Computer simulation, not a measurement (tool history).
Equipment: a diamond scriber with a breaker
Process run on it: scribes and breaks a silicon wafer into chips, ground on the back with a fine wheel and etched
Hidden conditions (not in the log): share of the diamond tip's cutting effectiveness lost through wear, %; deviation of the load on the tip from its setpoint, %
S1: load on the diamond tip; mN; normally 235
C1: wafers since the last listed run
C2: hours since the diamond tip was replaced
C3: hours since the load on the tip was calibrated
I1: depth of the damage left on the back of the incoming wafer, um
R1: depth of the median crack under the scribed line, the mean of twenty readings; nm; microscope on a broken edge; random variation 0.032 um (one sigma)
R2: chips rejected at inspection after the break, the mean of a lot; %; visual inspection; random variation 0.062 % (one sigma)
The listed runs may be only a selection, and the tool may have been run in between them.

Run 1, day 0.000: usual settings; C1 0; C2 698.1; C3 1584.8; I1 0.78. Result: R1 10290 nm, R2 8.99 %.
Run 2, day 0.617: usual settings; C1 32; C2 712.9; C3 1599.6; I1 0.54. Result: R1 10260 nm, R2 9.54 %.
Run 3, day 1.021: usual settings; C1 21; C2 722.6; C3 1609.3; I1 0.40. Result: R1 10230 nm, R2 9.26 %.
Run 4, day 1.488: usual settings; C1 24; C2 733.8; C3 1620.5; I1 0.43. Result: R1 10240 nm, R2 9.13 %.
Run 5, day 1.988: usual settings; C1 26; C2 745.8; C3 1632.5; I1 0.45. Result: R1 10190 nm, R2 9.40 %.
Run 6, day 2.454: usual settings; C1 24; C2 757.0; C3 1643.7; I1 0.61. Result: R1 10220 nm, R2 9.05 %.
Run 7, day 2.812: usual settings; C1 19; C2 765.6; C3 1652.3; I1 0.74. Result: R1 10230 nm, R2 10.13 %.
Run 8, day 3.458: usual settings; C1 34; C2 781.1; C3 1667.8; I1 0.59. Result: R1 10180 nm, R2 9.55 %.
Run 9, day 4.200: usual settings; C1 39; C2 798.9; C3 1685.6; I1 0.43. Result: R1 10190 nm, R2 10.46 %.
Run 10, day 4.938: usual settings; C1 39; C2 816.6; C3 1703.3; I1 0.40. Result: R1 10170 nm, R2 9.68 %.
Run 11, day 5.279: usual settings but S1 280 mN; C1 18; C2 824.8; C3 1711.5; I1 0.31. Result: R1 11150 nm, R2 3.21 %.
At day 5.700: load on the tip recalibrated.
Run 12, day 5.938: usual settings; C1 30; C2 840.6; C3 5.7; I1 0.77. Result: R1 10980 nm, R2 3.70 %.
At day 6.696: diamond tip replaced by a new one.
Run 13, day 6.717: usual settings but S1 186 mN; C1 37; C2 0.5; C3 24.4; I1 0.50. Result: R1 10400 nm, R2 7.45 %.
Run 14, day 7.154: usual settings; C1 23; C2 11.0; C3 34.9; I1 0.48. Result: R1 11620 nm, R2 1.83 %.
Run 15, day 7.483: usual settings but S1 295 mN; C1 17; C2 18.9; C3 42.8; I1 0.66. Result: R1 13140 nm, R2 5.90 %.
Run 16, day 7.812: usual settings but S1 204 mN; C1 17; C2 26.8; C3 50.7; I1 0.53. Result: R1 10870 nm, R2 4.75 %.
Run 17, day 8.088: usual settings; C1 14; C2 33.4; C3 57.3; I1 0.79. Result: R1 11650 nm, R2 1.94 %.
Run 18, day 8.562: usual settings but S1 212 mN; C1 25; C2 44.8; C3 68.7; I1 0.33. Result: R1 11030 nm, R2 3.47 %.
Run 19, day 8.975: usual settings but S1 266 mN; C1 21; C2 54.7; C3 78.6; I1 0.71. Result: R1 12320 nm, R2 2.57 %.
Run 20, day 9.458: usual settings but S1 254 mN; C1 25; C2 66.3; C3 90.2; I1 0.43. Result: R1 11980 nm, R2 1.80 %.
Run 21, day 10.150: usual settings but S1 289 mN; C1 36; C2 82.9; C3 106.8; I1 0.46. Result: R1 12810 nm, R2 4.39 %.
Run 22, day 11.175: usual settings but S1 304 mN; C1 54; C2 107.5; C3 131.4; I1 0.33. Result: R1 13110 nm, R2 5.78 %.

Branching from run 22: 3 alternative next runs. What would each branch give?
Run A, day 11.204: usual settings but S1 282 mN; C1 1; C2 108.2; C3 132.1; I1 0.80. Result: R1 ?, R2 ?.
Run B, day 11.204: usual settings but S1 187 mN; C1 1; C2 108.2; C3 132.1; I1 0.80. Result: R1 ?, R2 ?.
Run C, day 11.204: usual settings but S1 255 mN; C1 1; C2 108.2; C3 132.1; I1 0.80. Result: R1 ?, R2 ?.

run     R1    R2
  A  12550  3.38
  B  10180  9.63
  C  11900  1.89
With no hidden state in the tool, these same runs would have given:
run     R1    R2
  A  12950  5.26
  B  10500  6.69
  C  12280  2.52
